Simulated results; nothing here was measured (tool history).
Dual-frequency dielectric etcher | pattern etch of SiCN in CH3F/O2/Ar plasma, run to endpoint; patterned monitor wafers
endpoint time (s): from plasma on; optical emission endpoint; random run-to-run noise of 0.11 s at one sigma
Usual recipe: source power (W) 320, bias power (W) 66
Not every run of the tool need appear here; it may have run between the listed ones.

run	hour	source power (W)	bias power (W)	wafers since the last listed run	hours since the last wet clean	hours since the last source power generator calibration	hours since the last bias power generator calibration	hours since the last upper electrode change	incoming incoming film thickness, nm	endpoint time (s)
1	0.0	380	66	0	142.1	1677.9	2908.0	2921.8	12.23	36.3
2	24.3	380	66	369	166.4	1702.2	2932.3	2946.1	12.26	36.2
3	57.1	380	66	498	199.2	1735.0	2965.1	2978.9	12.20	36.0
4	74.1	270	66	258	216.2	1752.0	2982.1	2995.9	12.09	39.0
# hour 81.8: bias power generator calibrated
5	110.0	270	66	484	252.1	1787.9	28.2	3031.8	12.32	39.3
6	126.2	270	66	246	268.3	1804.1	44.4	3048.0	12.10	39.0
7	159.6	320	66	507	301.7	1837.5	77.8	3081.4	12.13	37.2
8	185.2	320	66	389	327.3	1863.1	103.4	3107.0	12.18	37.3
9	211.0	320	66	392	353.1	1888.9	129.2	3132.8	12.18	37.4
10	226.8	370	66	240	368.9	1904.7	145.0	3148.6	12.29	36.2
11	245.7	370	66	287	387.8	1923.6	163.9	3167.5	12.20	36.1
12	259.4	320	66	208	401.5	1937.3	177.6	3181.2	12.28	37.7
13	289.2	260	76	452	431.3	1967.1	207.4	3211.0	12.37	37.7
14	315.4	320	66	398	457.5	1993.3	233.6	3237.2	12.14	37.0
15	346.0	360	60	465	488.1	2023.9	264.2	3267.8	12.24	37.6
16	360.4	320	66	218	502.5	2038.3	278.6	3282.2	12.12	36.8
# hour 392.1: wet clean of the chamber
17	392.6	260	57	124	0.5	2070.5	310.8	3314.4	12.04	41.8
18	393.0	300	66	6	0.9	2070.9	311.2	3314.8	12.17	38.7
19	408.2	320	66	231	16.1	2086.1	326.4	3330.0	12.21	38.0
# hour 462.9: upper electrode replaced
20	463.4	320	66	474	71.3	2141.3	381.6	0.5	12.23	38.0
21	469.9	300	53	98	77.8	2147.8	388.1	7.0	12.24	42.1
# hour 516.3: source power generator calibrated
22	543.3	360	57	1054	151.2	27.0	461.5	80.4	12.04	38.4
23	566.0	270	66	345	173.9	49.7	484.2	103.1	12.31	39.7
24	597.2	370	73	474	205.1	80.9	515.4	134.3	12.14	34.7
25	609.8	350	71	191	217.7	93.5	528.0	146.9	12.07	35.3
26	638.1	350	77	430	246.0	121.8	556.3	175.2	12.33	35.0
27	669.8	390	71	481	277.7	153.5	588.0	206.9	12.19	34.6
28	684.5	350	71	223	292.4	168.2	602.7	221.6	12.09	35.4
29	703.3	380	51	285	311.2	187.0	621.5	240.4	12.18	39.5
30	721.5	250	76	276	329.4	205.2	639.7	258.6	12.20	37.5
31	752.9	320	66	477	360.8	236.6	671.1	290.0	12.09	37.0
32	770.1	320	66	261	378.0	253.8	688.3	307.2	12.27	37.8
33	803.1	320	55	501	411.0	286.8	721.3	340.2	12.26	40.6
34	832.7	380	79	449	440.6	316.4	750.9	369.8	12.25	33.2

Here are 5 independent what-if runs from the current tool condition. What would each one return?
A	833.1	390	66	6	441.0	316.8	751.3	370.2	12.18	?
B	833.1	390	54	6	441.0	316.8	751.3	370.2	12.18	?
C	833.1	320	78	6	441.0	316.8	751.3	370.2	12.18	?
D	833.1	320	75	6	441.0	316.8	751.3	370.2	12.18	?
E	833.1	360	75	6	441.0	316.8	751.3	370.2	12.18	?

run	endpoint time (s)
A	35.4
B	38.3
C	34.9
D	35.4
E	34.4
With no hidden state in the tool, these same runs would have given:
run	endpoint time (s)
A	36.0
B	38.9
C	35.5
D	36.0
E	35.0
